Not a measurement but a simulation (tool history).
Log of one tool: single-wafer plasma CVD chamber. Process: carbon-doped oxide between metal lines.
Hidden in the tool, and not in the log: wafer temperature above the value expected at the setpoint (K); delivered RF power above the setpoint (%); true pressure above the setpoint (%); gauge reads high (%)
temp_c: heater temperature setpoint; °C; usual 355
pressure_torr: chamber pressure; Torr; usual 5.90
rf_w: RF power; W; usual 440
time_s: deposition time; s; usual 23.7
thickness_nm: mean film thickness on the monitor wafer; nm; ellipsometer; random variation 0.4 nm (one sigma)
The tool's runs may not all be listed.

run	hour	temp_c	pressure_torr	rf_w	time_s	wafers since the last listed run	hours since the last thermocouple change	hours since the last RF generator calibration	hours since the last manometer calibration	hours since the showerhead was replaced	hours since the gauge calibration	read-back reference wafer on the same gauge, thickness_nm	thickness_nm
1	0.0	355	5.90	440	20.1	0	2230.6	1374.6	2515.4	5379.7	880.0	91.838	93.732
2	43.2	355	5.90	440	20.1	1093	2273.8	1417.8	2558.6	5422.9	923.2	91.965	94.288
# hour 69.5: capacitance manometer re-zeroed and calibrated
3	84.1	349	5.90	440	23.7	832	2314.7	1458.7	14.6	5463.8	964.1	92.151	113.005
# hour 107.1: RF generator calibrated
4	109.5	355	5.90	440	23.7	440	2340.1	2.4	40.0	5489.2	989.5	92.061	112.778
5	169.7	360	5.90	440	23.7	1523	2400.3	62.6	100.2	5549.4	1049.7	91.989	111.513
# hour 203.9: thermocouple changed; heater temperature recalibrated
6	214.3	360	5.90	440	23.7	926	10.4	107.2	144.8	5594.0	1094.3	91.890	110.441
7	345.6	355	5.90	440	23.7	3322	141.7	238.5	276.1	5725.3	1225.6	92.178	111.988
8	398.5	355	5.90	440	23.7	1338	194.6	291.4	329.0	5778.2	1278.5	92.102	112.012
9	425.7	355	6.77	440	25.7	688	221.8	318.6	356.2	5805.4	1305.7	92.053	122.814
10	464.8	355	5.90	440	23.7	989	260.9	357.7	395.3	5844.5	1344.8	91.937	111.063
11	523.3	355	4.93	520	23.7	1480	319.4	416.2	453.8	5903.0	1403.3	92.224	122.297
12	550.1	359	6.53	440	20.7	678	346.2	443.0	480.6	5929.8	1430.1	92.027	97.016
13	597.7	355	6.32	440	23.7	1204	393.8	490.6	528.2	5977.4	1477.7	91.968	112.193
14	634.1	355	5.90	440	23.7	921	430.2	527.0	564.6	6013.8	1514.1	91.984	110.247
15	690.8	370	5.90	375	27.9	1434	486.9	583.7	621.3	6070.5	1570.8	92.067	110.081
16	733.2	355	5.90	440	23.7	1073	529.3	626.1	663.7	6112.9	1613.2	91.978	110.512
17	758.1	355	5.90	400	23.7	630	554.2	651.0	688.6	6137.8	1638.1	92.033	101.867
# hour 804.2: gauge calibrated
18	810.6	367	5.90	440	28.1	1328	606.7	703.5	741.1	6190.3	6.4	92.043	126.720
19	882.5	347	7.35	405	19.7	1819	678.6	775.4	813.0	6262.2	78.3	91.902	90.320
# hour 892.1: showerhead replaced
20	908.5	368	5.90	390	19.4	455	704.6	801.4	839.0	16.4	104.3	92.061	79.527
21	974.7	355	5.90	440	23.7	1675	770.8	867.6	905.2	82.6	170.5	91.899	110.928
22	1030.7	355	5.90	440	23.7	1417	826.8	923.6	961.2	138.6	226.5	91.912	110.260
23	1062.2	360	4.45	500	28.1	797	858.3	955.1	992.7	170.1	258.0	91.937	134.754
24	1122.2	355	5.90	440	23.7	1518	918.3	1015.1	1052.7	230.1	318.0	92.032	110.755
25	1167.2	355	5.90	440	23.7	1138	963.3	1060.1	1097.7	275.1	363.0	91.890	110.209
26	1211.1	355	5.90	440	23.7	1110	1007.2	1104.0	1141.6	319.0	406.9	91.924	110.080
27	1269.6	366	6.37	405	26.6	1480	1065.7	1162.5	1200.1	377.5	465.4	92.090	113.176

How the hidden state differs across the entries between the runs, from the last listed run before each to the first after it:
Between runs 2 and 3: capacitance manometer re-zeroed and calibrated (hour 69.5)
  delivered RF power above the setpoint (%): -2.52 -> -2.53
  measured less the result without the state, thickness_nm: -2.007 -> -2.414 nm
Between runs 3 and 4: RF generator calibrated (hour 107.1)
  delivered RF power above the setpoint (%): -2.53 -> -0.0537
  measured less the result without the state, thickness_nm: -2.414 -> -0.050 nm
Between runs 5 and 6: thermocouple changed; heater temperature recalibrated (hour 203.9)
  delivered RF power above the setpoint (%): -0.379 -> -0.594
  measured less the result without the state, thickness_nm: -0.350 -> -0.544 nm
Between runs 17 and 18: gauge calibrated (hour 804.2)
  delivered RF power above the setpoint (%): -2.05 -> -2.11
  measured less the result without the state, thickness_nm: -1.749 -> -2.251 nm
Between runs 19 and 20: showerhead replaced (hour 892.1)
  delivered RF power above the setpoint (%): -2.2 -> -2.22
  measured less the result without the state, thickness_nm: -1.668 -> -1.546 nm
